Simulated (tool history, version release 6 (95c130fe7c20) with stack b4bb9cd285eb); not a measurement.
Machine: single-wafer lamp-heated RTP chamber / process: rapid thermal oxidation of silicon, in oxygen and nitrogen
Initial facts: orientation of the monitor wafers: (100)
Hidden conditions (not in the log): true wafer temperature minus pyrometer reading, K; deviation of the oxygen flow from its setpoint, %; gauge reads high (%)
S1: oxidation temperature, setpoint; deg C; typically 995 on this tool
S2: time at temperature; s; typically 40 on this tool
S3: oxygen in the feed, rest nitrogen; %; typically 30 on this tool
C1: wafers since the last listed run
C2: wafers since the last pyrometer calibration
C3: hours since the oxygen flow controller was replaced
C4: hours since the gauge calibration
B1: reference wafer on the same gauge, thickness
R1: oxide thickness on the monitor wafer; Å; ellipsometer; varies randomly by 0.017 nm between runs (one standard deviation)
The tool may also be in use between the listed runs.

run 1 hour=0 | S1=995 S2=40 S3=30 | C1=0 C2=1805 C3=2560.5 C4=593.6 | B1=3.777 | R1=34.15
run 2 hour=24 | S1=995 S2=40 S3=30 | C1=319 C2=2125 C3=2584.5 C4=617.6 | B1=3.784 | R1=33.93
run 3 hour=105.2 | S1=979 S2=40 S3=30 | C1=1081 C2=3207 C3=2665.7 C4=698.8 | B1=3.775 | R1=31.76
run 4 hour=119.3 | S1=1018 S2=40 S3=30 | C1=187 C2=3395 C3=2679.8 C4=712.9 | B1=3.784 | R1=39.72
run 5 hour=132.4 | S1=995 S2=40 S3=30 | C1=174 C2=3569 C3=2692.9 C4=726 | B1=3.778 | R1=34.23
run 6 hour=150.3 | S1=988 S2=47 S3=30 | C1=238 C2=3808 C3=2710.8 C4=743.9 | B1=3.78 | R1=35.4
run 7 hour=167.9 | S1=995 S2=40 S3=30 | C1=234 C2=4042 C3=2728.4 C4=761.5 | B1=3.773 | R1=34.73
-- hour=176.8 pyrometer window cleaned and pyrometer calibrated
run 8 hour=193.7 | S1=995 S2=40 S3=30 | C1=237 C2=224 C3=2754.2 C4=787.3 | B1=3.781 | R1=33.86
run 9 hour=211 | S1=995 S2=40 S3=30 | C1=230 C2=455 C3=2771.5 C4=804.6 | B1=3.784 | R1=33.74
-- hour=223.8 oxygen flow controller replaced
run 10 hour=226.1 | S1=995 S2=40 S3=30 | C1=94 C2=549 C3=2.3 C4=819.7 | B1=3.78 | R1=33.7
run 11 hour=245.6 | S1=995 S2=40 S3=30 | C1=259 C2=809 C3=21.8 C4=839.2 | B1=3.774 | R1=33.81
-- hour=253.6 gauge calibrated
run 12 hour=275 | S1=983 S2=40 S3=30 | C1=391 C2=1201 C3=51.2 C4=21.4 | B1=3.775 | R1=32.14
run 13 hour=288.4 | S1=974 S2=29 S3=30 | C1=178 C2=1380 C3=64.6 C4=34.8 | B1=3.78 | R1=27.9
run 14 hour=314.7 | S1=995 S2=40 S3=30 | C1=350 C2=1730 C3=90.9 C4=61.1 | B1=3.777 | R1=34.43
run 15 hour=341.6 | S1=995 S2=40 S3=30 | C1=358 C2=2088 C3=117.8 C4=88 | B1=3.776 | R1=34.45
run 16 hour=372.8 | S1=983 S2=47 S3=17 | C1=415 C2=2504 C3=149 C4=119.2 | B1=3.78 | R1=30.12
run 17 hour=389.8 | S1=985 S2=55 S3=30 | C1=226 C2=2731 C3=166 C4=136.2 | B1=3.776 | R1=36.42
run 18 hour=411.2 | S1=1018 S2=40 S3=30 | C1=285 C2=3016 C3=187.4 C4=157.6 | B1=3.779 | R1=39.49
run 19 hour=483.6 | S1=995 S2=40 S3=41 | C1=964 C2=3980 C3=259.8 C4=230 | B1=3.776 | R1=37.72
-- hour=500.4 pyrometer window cleaned and pyrometer calibrated
run 20 hour=590.3 | S1=974 S2=56 S3=42 | C1=1315 C2=1198 C3=366.5 C4=336.7 | B1=3.776 | R1=37.28
run 21 hour=610 | S1=980 S2=40 S3=17 | C1=262 C2=1460 C3=386.2 C4=356.4 | B1=3.776 | R1=28.04
run 22 hour=632.9 | S1=995 S2=40 S3=17 | C1=305 C2=1765 C3=409.1 C4=379.3 | B1=3.782 | R1=29.83
run 23 hour=663 | S1=995 S2=40 S3=30 | C1=401 C2=2166 C3=439.2 C4=409.4 | B1=3.774 | R1=34.2
run 24 hour=690.6 | S1=1013 S2=27 S3=30 | C1=367 C2=2534 C3=466.8 C4=437 | B1=3.786 | R1=33.01

Pick out some run-to-run changes in R1. Of each, how much would a tool without hidden state show as well, from the settings, what came in and chance, and how much is left for the hidden state and any gauge scatter not in both results compared?
Run 3 -> 4: S1 979 -> 1018. R1 +7.96 Å: hidden state +0.56, all else +7.4.
Run 7 -> 8: pyrometer window cleaned and pyrometer calibrated. R1 -0.87 Å: hidden state -0.95, all else +0.08.
Run 19 -> 20: S1 995 -> 974, S2 40 -> 56, S3 41 -> 42, pyrometer window cleaned and pyrometer calibrated. R1 -0.44 Å: hidden state -0.68, all else +0.24.
Run 20 -> 21: S1 974 -> 980, S2 56 -> 40, S3 42 -> 17. R1 -9.24 Å: hidden state -0.48, all else -8.76.

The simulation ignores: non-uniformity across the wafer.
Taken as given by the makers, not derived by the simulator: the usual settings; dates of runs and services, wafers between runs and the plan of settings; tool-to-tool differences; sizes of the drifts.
